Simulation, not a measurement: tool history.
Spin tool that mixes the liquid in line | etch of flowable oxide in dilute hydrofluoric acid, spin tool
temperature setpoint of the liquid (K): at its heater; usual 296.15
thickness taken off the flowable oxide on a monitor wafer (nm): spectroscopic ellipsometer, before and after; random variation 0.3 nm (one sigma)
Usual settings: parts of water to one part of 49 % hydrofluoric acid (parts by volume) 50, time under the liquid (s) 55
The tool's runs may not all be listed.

| run | hour | temperature setpoint of the liquid (K) | parts of water to one part of 49 % hydrofluoric acid (parts by volume) | time under the liquid (s) | wafers since the last listed run | hours since the thermometer was replaced | hours since the hydrofluoric acid flow meter was replaced | hours since the gauge calibration | read-back film thickness of the flowable oxide reference wafer, read on the same gauge (nm) | thickness taken off the flowable oxide on a monitor wafer (nm) |
|---|---|---|---|---|---|---|---|---|---|---|
| 1 | 0.0 | 296.15 | 50 | 55 | 0 | 562.4 | 552.3 | 1451.4 | 95.22 | 48.21 |
|  | 16.0 | thermometer replaced |
| 2 | 72.7 | 296.15 | 50 | 55 | 1283 | 56.7 | 625.0 | 1524.1 | 95.31 | 48.12 |
| 3 | 169.6 | 296.15 | 50 | 55 | 1734 | 153.6 | 721.9 | 1621.0 | 95.40 | 48.04 |
| 4 | 268.0 | 296.15 | 50 | 45 | 1760 | 252.0 | 820.3 | 1719.4 | 95.47 | 39.15 |
| 5 | 374.9 | 296.15 | 50 | 55 | 1913 | 358.9 | 927.2 | 1826.3 | 95.59 | 48.28 |
|  | 380.8 | hydrofluoric acid flow meter replaced |
| 6 | 461.6 | 296.15 | 50 | 55 | 1533 | 445.6 | 80.8 | 1913.0 | 95.66 | 48.02 |
| 7 | 517.8 | 296.15 | 50 | 55 | 1005 | 501.8 | 137.0 | 1969.2 | 95.69 | 48.17 |
|  | 550.3 | thermometer replaced |
| 8 | 586.3 | 296.15 | 50 | 55 | 1207 | 36.0 | 205.5 | 2037.7 | 95.70 | 48.24 |
| 9 | 657.5 | 296.15 | 50 | 55 | 1274 | 107.2 | 276.7 | 2108.9 | 95.78 | 48.22 |
| 10 | 715.8 | 296.15 | 50 | 55 | 1043 | 165.5 | 335.0 | 2167.2 | 95.82 | 48.65 |
| 11 | 813.1 | 293.65 | 40 | 55 | 1741 | 262.8 | 432.3 | 2264.5 | 95.85 | 54.56 |
| 12 | 881.3 | 293.65 | 40 | 55 | 1220 | 331.0 | 500.5 | 2332.7 | 95.88 | 54.98 |
| 13 | 919.0 | 296.15 | 50 | 55 | 674 | 368.7 | 538.2 | 2370.4 | 95.91 | 48.97 |
| 14 | 974.5 | 296.15 | 50 | 55 | 993 | 424.2 | 593.7 | 2425.9 | 95.94 | 47.77 |
| 15 | 1037.2 | 296.15 | 50 | 55 | 1122 | 486.9 | 656.4 | 2488.6 | 95.92 | 48.65 |
|  | 1087.4 | thermometer replaced |
| 16 | 1110.3 | 293.65 | 70 | 55 | 1290 | 22.9 | 729.5 | 2561.7 | 95.99 | 30.56 |
|  | 1153.3 | gauge calibrated |
| 17 | 1170.0 | 296.15 | 40 | 55 | 1068 | 82.6 | 789.2 | 16.7 | 89.90 | 58.02 |
| 18 | 1261.2 | 296.15 | 50 | 55 | 1632 | 173.8 | 880.4 | 107.9 | 90.58 | 46.10 |
| 19 | 1330.4 | 296.15 | 50 | 55 | 1238 | 243.0 | 949.6 | 177.1 | 91.06 | 46.37 |
| 20 | 1396.5 | 296.15 | 70 | 25 | 1182 | 309.1 | 1015.7 | 243.2 | 91.45 | 14.67 |
|  | 1400.3 | hydrofluoric acid flow meter replaced |
| 21 | 1473.1 | 296.15 | 50 | 40 | 1352 | 385.7 | 72.8 | 319.8 | 91.91 | 34.00 |
| 22 | 1562.0 | 298.15 | 70 | 55 | 1590 | 474.6 | 161.7 | 408.7 | 92.40 | 35.62 |
| 23 | 1609.6 | 296.15 | 50 | 55 | 851 | 522.2 | 209.3 | 456.3 | 92.60 | 47.27 |
|  | 1611.5 | thermometer replaced |
| 24 | 1700.7 | 296.15 | 70 | 80 | 1612 | 89.2 | 300.4 | 547.4 | 92.99 | 47.70 |
| 25 | 1856.1 | 293.15 | 60 | 55 | 2780 | 244.6 | 455.8 | 702.8 | 93.60 | 34.30 |
| 26 | 1902.4 | 296.15 | 50 | 55 | 828 | 290.9 | 502.1 | 749.1 | 93.72 | 47.89 |
| 27 | 2005.2 | 296.15 | 30 | 35 | 1839 | 393.7 | 604.9 | 851.9 | 94.01 | 51.22 |
| 28 | 2094.7 | 296.15 | 70 | 55 | 1601 | 483.2 | 694.4 | 941.4 | 94.28 | 33.17 |
|  | 2170.0 | thermometer replaced |
| 29 | 2184.6 | 292.65 | 30 | 70 | 1590 | 14.6 | 784.3 | 1031.3 | 94.48 | 89.76 |
| 30 | 2277.7 | 296.15 | 30 | 85 | 1666 | 107.7 | 877.4 | 1124.4 | 94.67 | 127.18 |
| 31 | 2326.4 | 292.65 | 50 | 20 | 871 | 156.4 | 926.1 | 1173.1 | 94.78 | 15.23 |
|  | 2340.7 | hydrofluoric acid flow meter replaced |
| 32 | 2408.0 | 299.15 | 50 | 55 | 1442 | 238.0 | 67.3 | 1254.7 | 94.91 | 54.43 |

Hidden state or all else? Some run-to-run changes of thickness taken off the flowable oxide on a monitor wafer (nm), split into what the settings, what came in and random variation would give without the hidden state, and what is left for the hidden state (with any gauge scatter that isn't in both results):
The hidden state here: liquid hotter than its thermometer reads (K); hydrofluoric acid flow above the setpoint (%); gauge reads high (%).
Run 28 -> 29: temperature setpoint of the liquid (K) 296.15 -> 292.65, parts of water to one part of 49 % hydrofluoric acid (parts by volume) 70 -> 30, time under the liquid (s) 55 -> 70, thermometer replaced. thickness taken off the flowable oxide on a monitor wafer (nm) +56.59: hidden state +2.76, all else +53.83.
Run 30 -> 31: temperature setpoint of the liquid (K) 296.15 -> 292.65, parts of water to one part of 49 % hydrofluoric acid (parts by volume) 30 -> 50, time under the liquid (s) 85 -> 20. thickness taken off the flowable oxide on a monitor wafer (nm) -111.95: hidden state -5.50, all else -106.45.
Run 31 -> 32: temperature setpoint of the liquid (K) 292.65 -> 299.15, time under the liquid (s) 20 -> 55, hydrofluoric acid flow meter replaced. thickness taken off the flowable oxide on a monitor wafer (nm) +39.20: hidden state +2.04, all else +37.16.

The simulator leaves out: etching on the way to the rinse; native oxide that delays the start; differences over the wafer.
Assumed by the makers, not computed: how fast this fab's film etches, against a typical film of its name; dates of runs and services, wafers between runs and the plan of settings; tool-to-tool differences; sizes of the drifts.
